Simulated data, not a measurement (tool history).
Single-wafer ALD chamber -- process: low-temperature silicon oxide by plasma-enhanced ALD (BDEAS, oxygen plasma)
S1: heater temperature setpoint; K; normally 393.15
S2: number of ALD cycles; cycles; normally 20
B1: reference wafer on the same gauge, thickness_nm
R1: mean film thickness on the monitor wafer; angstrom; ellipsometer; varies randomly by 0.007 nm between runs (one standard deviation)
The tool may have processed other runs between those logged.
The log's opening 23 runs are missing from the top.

run	hour	S1	S2	B1	R1
24	307.8	385.15	19	2.840	26.79
25	322.5	393.15	20	2.841	27.82
26	339.3	393.15	20	2.841	27.90
27	351.6	386.15	20	2.840	28.14
# hour 361.3: gauge calibrated
28	364.1	383.15	21	2.840	29.79
29	370.2	406.15	20	2.840	27.28
30	378.1	393.15	21	2.840	29.29
31	430.4	401.15	24	2.841	32.93
32	446.0	393.15	17	2.841	23.59
33	463.6	393.15	24	2.841	33.54
34	478.0	393.15	20	2.840	27.80
35	493.0	393.15	20	2.839	27.92
36	500.0	384.15	23	2.839	32.48
37	513.8	393.15	20	2.838	27.90
38	529.1	398.15	19	2.841	26.40
39	547.1	388.15	17	2.840	23.88
40	559.1	405.15	22	2.840	30.16

Here are 3 independent what-if runs from the current tool condition. What would each one return?
A	559.5	385.15	20	?	?
B	559.5	407.15	23	?	?
C	559.5	401.15	22	?	?

run	B1	R1
A	2.839	28.11
B	2.839	31.17
C	2.839	30.12
What these runs would have given with no unlogged condition in the tool:
run	R1
A	28.11
B	31.17
C	30.12

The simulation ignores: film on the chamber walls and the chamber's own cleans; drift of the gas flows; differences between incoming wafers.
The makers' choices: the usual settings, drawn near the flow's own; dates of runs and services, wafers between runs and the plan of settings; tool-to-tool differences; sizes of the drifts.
